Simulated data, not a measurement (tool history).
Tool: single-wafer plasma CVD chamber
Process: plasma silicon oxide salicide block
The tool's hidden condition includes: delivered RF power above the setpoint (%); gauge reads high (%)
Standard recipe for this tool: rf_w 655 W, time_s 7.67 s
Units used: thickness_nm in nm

run    hour  rf_w  time_s  wafers since the last listed run  hours since the last RF generator calibration  hours since the showerhead was replaced  hours since the gauge calibration  read-back reference wafer on the same gauge, thickness_nm  thickness_nm
  1     0.0   655    7.34                                 0                                         1029.8                                   4829.3                              737.1                                                     64.007        69.244
  2    43.8   590    7.67                               988                                         1073.6                                   4873.1                              780.9                                                     64.044        70.450
       62.6  -- RF generator calibrated
  3   114.2   590    7.67                              1408                                           51.6                                   4943.5                              851.3                                                     63.941        69.360
  4   178.4   590    7.67                              1449                                          115.8                                   5007.7                              915.5                                                     63.977        70.059
  5   204.7   655    7.67                               593                                          142.1                                   5034.0                              941.8                                                     64.022        72.941
  6   260.1   560    7.67                              1250                                          197.5                                   5089.4                              997.2                                                     64.073        69.068
  7   315.2   560    7.67                              1243                                          252.6                                   5144.5                             1052.3                                                     64.103        68.942
  8   351.3   695    8.14                               814                                          288.7                                   5180.6                             1088.4                                                     63.955        78.582
  9   395.4   695    8.14                               995                                          332.8                                   5224.7                             1132.5                                                     64.004        79.035
 10   420.1   695    8.14                               557                                          357.5                                   5249.4                             1157.2                                                     64.031        78.256
 11   470.8   655    7.31                              1144                                          408.2                                   5300.1                             1207.9                                                     63.976        69.098
 12   538.6   655    7.31                              1530                                          476.0                                   5367.9                             1275.7                                                     63.925        68.769
 13   583.1   655    7.31                              1004                                          520.5                                   5412.4                             1320.2                                                     63.975        68.980
 14   634.4   655    7.21                              1157                                          571.8                                   5463.7                             1371.5                                                     64.001        68.011
 15   676.5   655    7.21                               950                                          613.9                                   5505.8                             1413.6                                                     63.937        68.035
      682.1  -- gauge calibrated
 16   723.1   655    7.21                              1051                                          660.5                                   5552.4                               41.0                                                     64.093        68.312
 17   761.5   655    7.67                               866                                          698.9                                   5590.8                               79.4                                                     63.890        72.352
 18   814.3   655    7.67                              1191                                          751.7                                   5643.6                              132.2                                                     63.997        72.703
 19   879.0   755    6.43                              1460                                          816.4                                   5708.3                              196.9                                                     63.993        63.794
 20   921.6   605    8.59                               961                                          859.0                                   5750.9                              239.5                                                     64.056        79.118
 21   954.4   705    8.28                               740                                          891.8                                   5783.7                              272.3                                                     64.092        80.292
 22  1084.1   655    7.24                              2927                                         1021.5                                   5913.4                              402.0                                                     64.030        68.528
     1114.2  -- RF generator calibrated
 23  1217.2   655    7.67                              2823                                          103.0                                   6046.5                              535.1                                                     63.964        72.693
 24  1245.5   720    7.03                               638                                          131.3                                   6074.8                              563.4                                                     64.001        69.245
 25  1290.5   530    6.56                              1015                                          176.3                                   6119.8                              608.4                                                     64.038        57.780
 26  1346.5   690    7.67                              1264                                          232.3                                   6175.8                              664.4                                                     64.016        73.755
 27  1387.3   655    7.67                               920                                          273.1                                   6216.6                              705.2                                                     63.951        72.260
 28  1433.7   715    8.23                              1047                                          319.5                                   6263.0                              751.6                                                     64.004        80.145
 29  1462.7   530    6.57                               654                                          348.5                                   6292.0                              780.6                                                     64.033        57.879
     1487.2  -- showerhead replaced
 30  1544.5   605    6.85                              1665                                          430.3                                     57.3                              862.4                                                     64.030        63.236
 31  1610.7   655    7.67                              1494                                          496.5                                    123.5                              928.6                                                     64.025        73.105
 32  1642.3   710    7.67                               713                                          528.1                                    155.1                              960.2                                                     64.049        74.996
 33  1710.5   655    7.67                              1539                                          596.3                                    223.3                             1028.4                                                     64.044        72.190
 34  1862.9   590    9.06                              3440                                          748.7                                    375.7                             1180.8                                                     63.955        82.629

Predict each of these 4 candidate next runs independently; none follows another, all start after run 34:
  A  1863.3   655    7.67                                 9                                          749.1                                    376.1                             1181.2                                                          ?             ?
  B  1863.3   700    9.20                                 9                                          749.1                                    376.1                             1181.2                                                          ?             ?
  C  1863.3   655    7.14                                 9                                          749.1                                    376.1                             1181.2                                                          ?             ?
  D  1863.3   545    6.99                                 9                                          749.1                                    376.1                             1181.2                                                          ?             ?

run  read-back reference wafer on the same gauge, thickness_nm  thickness_nm
  A                                                     63.968        72.544
  B                                                     63.968        88.977
  C                                                     63.968        67.531
  D                                                     63.968        62.092
The same runs, with their run-to-run variation unchanged, on a tool lacking any hidden condition would have given:
run  thickness_nm
  A        72.544
  B        88.977
  C        67.531
  D        62.092
